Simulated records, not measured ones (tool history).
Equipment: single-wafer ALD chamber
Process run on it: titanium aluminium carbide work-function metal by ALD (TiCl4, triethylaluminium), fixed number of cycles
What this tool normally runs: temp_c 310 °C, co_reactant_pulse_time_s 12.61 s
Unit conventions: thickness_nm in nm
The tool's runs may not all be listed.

run	hour	temp_c	co_reactant_pulse_time_s	read-back reference wafer on the same gauge, thickness_nm	thickness_nm
1	0.0	310	9.05	2.180	2.097
2	11.2	310	10.55	2.180	2.148
3	27.1	316	15.28	2.180	2.288
4	42.7	316	15.28	2.181	2.273
# hour 59.9: triethylaluminium bottle replaced
# hour 64.0: thermocouple changed; heater temperature recalibrated
5	64.5	316	15.28	2.181	2.313
6	67.9	310	12.61	2.180	2.256
7	78.1	310	12.61	2.181	2.233
8	86.9	310	12.61	2.180	2.240
9	93.1	310	9.77	2.181	2.187
# hour 94.3: gauge calibrated
10	106.2	310	9.77	2.180	2.188
11	112.9	298	9.73	2.179	2.067
12	124.7	306	8.82	2.178	2.102
# hour 137.3: showerhead replaced
13	140.6	310	12.61	2.181	2.222
14	157.0	310	12.61	2.180	2.209
15	163.0	295	14.87	2.179	2.103
16	178.2	310	14.46	2.182	2.228
17	192.9	322	14.34	2.181	2.340
18	205.1	319	9.95	2.180	2.225
19	218.7	303	12.61	2.179	2.133
20	228.5	310	12.61	2.181	2.189
21	244.1	315	14.23	2.178	2.271
22	251.5	299	15.66	2.183	2.134
23	265.3	299	12.61	2.180	2.094
24	282.4	299	8.29	2.180	1.950

Estimate the outcome of run 25 from the log above:
25	296.9	322	10.42	?	?

{"run 25": {"read-back reference wafer on the same gauge, thickness_nm": 2.183, "thickness_nm": 2.23}}
Were there no unlogged condition in the tool, this run, its random variation unchanged, would have produced thickness_nm 2.328 nm.
